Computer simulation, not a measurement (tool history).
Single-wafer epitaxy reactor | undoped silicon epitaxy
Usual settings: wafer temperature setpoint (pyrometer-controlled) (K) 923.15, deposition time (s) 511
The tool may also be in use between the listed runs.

| run | hour | wafer temperature setpoint (pyrometer-controlled) (K) | deposition time (s) | wafers since the last listed run | hours since the last pyrometer calibration | hours since the gauge calibration | read-back reference wafer on the same gauge, thickness_nm | mean film thickness on the monitor wafer (nm) |
|---|---|---|---|---|---|---|---|---|
| 1 | 0 | 923.15 | 443 | 0 | 2584.1 | 68.5 | 92.94 | 68.206 |
| 2 | 15.2 | 923.15 | 443 | 74 | 2599.3 | 83.7 | 92.971 | 68.353 |
| 3 | 29 | 928.15 | 511 | 67 | 2613.1 | 97.5 | 92.973 | 89.071 |
| 4 | 37.4 | 923.15 | 437 | 41 | 2621.5 | 105.9 | 92.818 | 67.34 |
| 5 | 52.2 | 923.15 | 437 | 72 | 2636.3 | 120.7 | 92.95 | 67.198 |
| 6 | 68.1 | 923.15 | 511 | 77 | 2652.2 | 136.6 | 92.843 | 78.502 |
| 7 | 80.3 | 923.15 | 511 | 59 | 2664.4 | 148.8 | 92.931 | 78.494 |
| 8 | 94.8 | 937.15 | 452 | 70 | 2678.9 | 163.3 | 92.864 | 97.993 |
|  | 107.8 | pyrometer calibrated |
| 9 | 108.3 | 923.15 | 511 | 26 | 0.5 | 176.8 | 92.94 | 87.813 |
| 10 | 131.4 | 934.15 | 464 | 112 | 23.6 | 199.9 | 92.879 | 104.032 |
|  | 136.8 | gauge calibrated |
| 11 | 141.8 | 931.15 | 560 | 50 | 34 | 5 | 92.854 | 116.369 |
| 12 | 148.4 | 932.15 | 480 | 32 | 40.6 | 11.6 | 92.927 | 102.815 |
| 13 | 157.6 | 937.15 | 537 | 44 | 49.8 | 20.8 | 92.89 | 130.044 |
| 14 | 172 | 934.15 | 464 | 70 | 64.2 | 35.2 | 92.925 | 104.067 |
| 15 | 189.8 | 923.15 | 511 | 86 | 82 | 53 | 92.958 | 87.617 |

Alternative continuations, all from the tool just after run 15; predict every row:
| A | 190.3 | 923.15 | 557 | 2 | 82.5 | 53.5 | ? | ? |
| B | 190.3 | 914.15 | 586 | 2 | 82.5 | 53.5 | ? | ? |
| C | 190.3 | 923.15 | 422 | 2 | 82.5 | 53.5 | ? | ? |

| run | read-back reference wafer on the same gauge, thickness_nm | mean film thickness on the monitor wafer (nm) |
|---|---|---|
| A | 92.877 | 95.445 |
| B | 92.877 | 80.05 |
| C | 92.877 | 72.312 |
Without the tool's unlogged condition, the same runs would have read:
| run | mean film thickness on the monitor wafer (nm) |
|---|---|
| A | 97.978 |
| B | 82.223 |
| C | 74.231 |
